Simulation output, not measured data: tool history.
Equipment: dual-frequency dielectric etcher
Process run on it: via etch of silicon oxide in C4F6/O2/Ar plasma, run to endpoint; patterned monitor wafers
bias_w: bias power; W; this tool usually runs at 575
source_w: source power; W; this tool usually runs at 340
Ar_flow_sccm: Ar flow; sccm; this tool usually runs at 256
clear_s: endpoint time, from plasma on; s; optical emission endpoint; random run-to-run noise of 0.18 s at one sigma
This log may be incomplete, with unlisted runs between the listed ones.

run     day  bias_w  source_w  Ar_flow_sccm  incoming incoming film thickness, nm  clear_s
  1       0     575       340           256                                 155.8     31.6
  2   0.604     575       340           256                                   156     31.9
      1.362  -- source power generator calibrated
  3   1.383     575       340           256                                 154.7     31.7
  4   1.471     575       340           256                                 156.6       32
  5   1.829     523       300           256                                 154.8     35.4
  6   2.142     702       340           209                                 156.1     27.9
      2.875  -- Ar flow controller replaced
      3.242  -- upper electrode replaced
  7   3.262     691       420           211                                 155.8     26.1
  8   3.275     498       410           312                                 155.5     32.7
  9   3.754     634       290           256                                 156.7     32.9
 10   4.458     711       380           217                                 153.7     26.6
 11   4.862     575       340           256                                 156.8     32.5
 12     5.4     705       340           256                                 156.3     29.2
 13   5.762     637       260           203                                 154.6       33
 14   6.279     575       320           256                                 155.7     33.7
 15   6.975     482       340           256                                 154.8     35.8
 16   7.367     641       340           256                                 155.7       31
 17   7.646     575       340           282                                 154.1     32.8
 18   8.004     575       340           256                                 156.9       33
 19   8.438     575       340           256                                 155.7     32.9
 20   8.996     505       270           305                                 156.3     40.8
 21   9.554     575       310           256                                 155.4     33.9
 22   9.825     575       340           256                                 156.4     33.2
 23  10.283     575       340           289                                   157     33.9
 24  10.783     575       340           256                                 155.4     33.1
 25  11.083     631       340           256                                 154.1     30.9
 26  11.658     575       360           240                                 155.2     31.9
 27  11.946     575       340           256                                 158.4     33.8
     13.783  -- wet clean of the chamber
 28  13.804     658       390           289                                   156     27.9

Measured result minus the same run's result without the hidden state. Both carry the same run-to-run variation, though not necessarily the same gauge scatter:
What the log doesn't record here: etch rate over this chamber's usual, %; bias power that arrives over what is set, %; source power that arrives over what is set, %; Ar flow that arrives over what is set, %.
run  clear_s
  1     +0.4
  2     +0.5
  3     +0.6
  4     +0.6
  5     +0.7
  6     +0.5
  7     +0.7
  8     +0.9
  9     +0.9
 10     +0.7
 11       +1
 12     +0.9
 13     +1.1
 14     +1.2
 15     +1.4
 16     +1.2
 17     +1.4
 18     +1.4
 19     +1.4
 20     +1.8
 21     +1.6
 22     +1.6
 23     +1.7
 24     +1.7
 25     +1.6
 26     +1.7
 27     +1.9
 28     +0.2

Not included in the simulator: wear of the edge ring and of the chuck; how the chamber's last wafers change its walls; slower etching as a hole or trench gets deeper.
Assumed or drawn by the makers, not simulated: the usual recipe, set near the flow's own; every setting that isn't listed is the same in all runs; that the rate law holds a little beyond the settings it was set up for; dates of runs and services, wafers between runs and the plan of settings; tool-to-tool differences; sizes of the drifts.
